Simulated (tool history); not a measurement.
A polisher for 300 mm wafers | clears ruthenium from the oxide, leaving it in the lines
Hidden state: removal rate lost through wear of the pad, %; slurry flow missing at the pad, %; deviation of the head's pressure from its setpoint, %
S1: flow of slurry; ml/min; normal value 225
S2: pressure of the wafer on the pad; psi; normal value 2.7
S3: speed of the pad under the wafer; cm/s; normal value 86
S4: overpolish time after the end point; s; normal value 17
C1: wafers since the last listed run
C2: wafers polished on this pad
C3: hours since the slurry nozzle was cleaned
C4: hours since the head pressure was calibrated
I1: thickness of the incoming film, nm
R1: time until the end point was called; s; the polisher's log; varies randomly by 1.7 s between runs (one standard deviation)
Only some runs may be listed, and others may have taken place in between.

run	day	S1	S2	S3	S4	C1	C2	C3	C4	I1	R1
1	0	225	2.7	86	17	0	542	1.1	1153.5	110.1	89.8
2	0.483	225	2.7	86	17	78	621	12.7	1165.1	110.4	89
3	0.754	225	2.7	86	17	44	665	19.2	1171.6	109.8	87.8
# day 1.208: worn pad replaced by a new one
4	1.429	225	2.7	86	17	83	36	35.4	1187.8	110.8	90.8
5	1.833	190	2.7	100	17	66	102	45.1	1197.5	109.6	78.8
6	2.392	190	2.7	100	17	91	193	58.5	1210.9	110.1	78.5
7	2.838	225	2.7	86	17	72	266	69.2	1221.6	110.4	89.3
8	3.275	225	2.7	86	17	71	337	79.7	1232.1	108.2	88.9
9	3.988	185	2.7	86	17	116	454	96.8	1249.2	109.7	93.8
10	4.258	185	2.7	86	17	44	498	103.3	1255.7	108.8	92.8
11	4.954	225	2.7	86	17	113	612	120	1272.4	110.7	91.7
12	5.608	225	2.7	86	17	106	718	135.7	1288.1	109.7	89.5
# day 6.121: worn pad replaced by a new one
13	6.242	225	2.7	86	17	76	19	150.9	1303.3	109.9	90.1
# day 6.358: head pressure recalibrated
14	6.621	225	2.7	86	17	48	68	160	6.3	110.2	91.8
15	7.4	225	2.7	86	17	127	195	178.7	25	109	92
16	7.696	185	3.2	76	7	48	243	185.8	32.1	110.4	95.1
17	8.254	225	3.5	114	17	91	335	199.2	45.5	110.3	54
18	8.738	225	2.7	86	17	78	413	210.8	57.1	110.6	98.2
19	9.296	185	2.7	114	17	91	505	224.2	70.5	109.8	74.2
20	9.738	225	2.7	76	17	72	577	234.8	81.1	110.7	110.2
# day 9.825: slurry nozzle cleaned
# day 10.883: worn pad replaced by a new one
21	11.758	225	3.3	86	17	296	142	46.4	129.6	110.6	72.1
22	12.483	225	2.7	86	10	118	261	63.8	147	107.8	88.9
23	13.075	190	2.7	86	24	96	357	78	161.2	110.2	92.5
24	13.429	225	2.7	86	17	57	415	86.5	169.7	108.8	87.8
25	14.171	185	3.2	76	7	121	536	104.3	187.5	112.3	91.9
26	14.692	225	2.7	76	9	85	621	116.8	200	109.8	102.1
27	15.333	225	2.7	86	17	104	726	132.2	215.4	109.6	90.4
# day 15.817: worn pad replaced by a new one
28	15.838	270	1.9	108	7	55	3	144.3	227.5	110.4	100.8
29	16.279	225	1.8	86	17	72	75	154.9	238.1	112	143.5

Here are 4 independent what-if runs from the current tool condition. What would each one return?
A	16.3	225	3.5	86	17	3	79	155.4	238.6	110	?
B	16.3	295	2.7	86	17	3	79	155.4	238.6	110	?
C	16.3	160	2.7	74	17	3	79	155.4	238.6	110	?
D	16.3	290	3	112	21	3	79	155.4	238.6	110	?

run	R1
A	71
B	88.4
C	115.1
D	61.2
With no hidden state in the tool, these same runs would have given:
run	R1
A	68.1
B	85.6
C	108.4
D	59.3

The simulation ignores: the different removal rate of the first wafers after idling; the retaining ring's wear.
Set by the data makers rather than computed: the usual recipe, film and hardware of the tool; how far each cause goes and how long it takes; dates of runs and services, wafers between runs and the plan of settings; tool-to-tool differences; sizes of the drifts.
